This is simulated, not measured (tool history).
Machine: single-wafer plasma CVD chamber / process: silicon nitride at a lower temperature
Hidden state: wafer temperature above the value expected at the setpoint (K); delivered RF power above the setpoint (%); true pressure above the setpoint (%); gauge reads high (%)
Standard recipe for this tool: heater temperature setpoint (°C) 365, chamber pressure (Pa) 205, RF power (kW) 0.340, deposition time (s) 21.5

run    hour  heater temperature setpoint (°C)  chamber pressure (Pa)  RF power (kW)  deposition time (s)  wafers since the last listed run  hours since the last thermocouple change  hours since the last RF generator calibration  hours since the last manometer calibration  hours since the showerhead was replaced  hours since the gauge calibration  read-back reference wafer on the same gauge, thickness_nm  mean film thickness on the monitor wafer (Å)
  1     0.0                               365                    205          0.305                 21.5                                 0                                    1739.0                                         1187.4                                       988.7                                   2978.5                              286.2                                                     29.370                                        235.71
  2    50.6                               365                    205          0.340                 21.5                              1283                                    1789.6                                         1238.0                                      1039.3                                   3029.1                              336.8                                                     29.417                                        261.16
  3   120.0                               365                    205          0.340                 21.5                              1760                                    1859.0                                         1307.4                                      1108.7                                   3098.5                              406.2                                                     29.392                                        259.68
  4   165.9                               365                    220          0.340                 21.5                              1164                                    1904.9                                         1353.3                                      1154.6                                   3144.4                              452.1                                                     29.371                                        265.07
  5   222.0                               365                    205          0.340                 21.5                              1422                                    1961.0                                         1409.4                                      1210.7                                   3200.5                              508.2                                                     29.454                                        262.57
  6   247.9                               361                    205          0.340                 21.5                               656                                    1986.9                                         1435.3                                      1236.6                                   3226.4                              534.1                                                     29.399                                        260.51
  7   305.9                               361                    205          0.340                 21.5                              1470                                    2044.9                                         1493.3                                      1294.6                                   3284.4                              592.1                                                     29.399                                        261.30
  8   354.8                               365                    205          0.340                 21.5                              1240                                    2093.8                                         1542.2                                      1343.5                                   3333.3                              641.0                                                     29.370                                        261.49
  9   411.5                               365                    240          0.340                 21.5                              1437                                    2150.5                                         1598.9                                      1400.2                                   3390.0                              697.7                                                     29.455                                        270.94
 10   442.1                               365                    205          0.340                 21.5                               776                                    2181.1                                         1629.5                                      1430.8                                   3420.6                              728.3                                                     29.399                                        259.70
 11   504.4                               365                    205          0.340                 21.5                              1579                                    2243.4                                         1691.8                                      1493.1                                   3482.9                              790.6                                                     29.381                                        262.37
      520.9  -- RF generator calibrated
 12   537.1                               365                    205          0.340                 21.5                               626                                    2276.1                                           16.2                                      1525.8                                   3515.6                              823.3                                                     29.408                                        260.73
 13   568.7                               365                    205          0.300                 21.5                               801                                    2307.7                                           47.8                                      1557.4                                   3547.2                              854.9                                                     29.410                                        232.12
      594.7  -- gauge calibrated
 14   630.4                               365                    205          0.300                 21.5                              1564                                    2369.4                                          109.5                                      1619.1                                   3608.9                               35.7                                                     29.422                                        234.70
 15   661.0                               365                    223          0.340                 25.3                               776                                    2400.0                                          140.1                                      1649.7                                   3639.5                               66.3                                                     29.389                                        313.92
 16   783.8                               352                    181          0.405                 18.9                              3114                                    2522.8                                          262.9                                      1772.5                                   3762.3                              189.1                                                     29.417                                        254.85
      814.9  -- showerhead replaced
 17   835.2                               365                    220          0.340                 21.5                              1100                                    2574.2                                          314.3                                      1823.9                                     20.3                              240.5                                                     29.441                                        266.41
      867.2  -- thermocouple changed; heater temperature recalibrated
 18   871.9                               365                    205          0.340                 21.5                               727                                       4.7                                          351.0                                      1860.6                                     57.0                              277.2                                                     29.431                                        261.50
 19   927.0                               358                    205          0.340                 21.5                              1397                                      59.8                                          406.1                                      1915.7                                    112.1                              332.3                                                     29.347                                        260.04
 20   964.4                               365                    221          0.340                 21.5                               948                                      97.2                                          443.5                                      1953.1                                    149.5                              369.7                                                     29.399                                        265.02
     1091.1  -- capacitance manometer re-zeroed and calibrated
 21  1106.5                               358                    205          0.340                 20.2                              3400                                     239.3                                          585.6                                        15.4                                    291.6                              511.8                                                     29.422                                        245.13
 22  1156.5                               365                    205          0.340                 21.5                              1268                                     289.3                                          635.6                                        65.4                                    341.6                              561.8                                                     29.399                                        262.55
 23  1193.3                               365                    205          0.340                 21.5                               933                                     326.1                                          672.4                                       102.2                                    378.4                              598.6                                                     29.425                                        259.37
 24  1245.8                               365                    205          0.285                 22.6                              1331                                     378.6                                          724.9                                       154.7                                    430.9                              651.1                                                     29.352                                        232.72
 25  1293.1                               361                    205          0.340                 19.4                              1199                                     425.9                                          772.2                                       202.0                                    478.2                              698.4                                                     29.419                                        235.88
 26  1329.1                               373                    232          0.275                 25.0                               912                                     461.9                                          808.2                                       238.0                                    514.2                              734.4                                                     29.399                                        257.61
 27  1365.8                               358                    175          0.365                 18.7                               930                                     498.6                                          844.9                                       274.7                                    550.9                              771.1                                                     29.413                                        230.44
 28  1419.7                               365                    205          0.340                 21.5                              1366                                     552.5                                          898.8                                       328.6                                    604.8                              825.0                                                     29.409                                        259.23

Here are 4 independent what-if runs from the current tool condition. What would each one return?
  A  1420.1                               365                    175          0.340                 21.5                                10                                     552.9                                          899.2                                       329.0                                    605.2                              825.4                                                          ?                                             ?
  B  1420.1                               352                    183          0.340                 24.2                                10                                     552.9                                          899.2                                       329.0                                    605.2                              825.4                                                          ?                                             ?
  C  1420.1                               365                    219          0.380                 21.5                                10                                     552.9                                          899.2                                       329.0                                    605.2                              825.4                                                          ?                                             ?
  D  1420.1                               376                    205          0.340                 21.5                                10                                     552.9                                          899.2                                       329.0                                    605.2                              825.4                                                          ?                                             ?

run  read-back reference wafer on the same gauge, thickness_nm  mean film thickness on the monitor wafer (Å)
  A                                                     29.414                                        248.73
  B                                                     29.414                                        284.87
  C                                                     29.414                                        289.68
  D                                                     29.414                                        258.97
Take away the tool's hidden state, keep each run's random variation, and the runs would have read:
run  mean film thickness on the monitor wafer (Å)
  A                                        248.73
  B                                        284.87
  C                                        289.68
  D                                        258.97
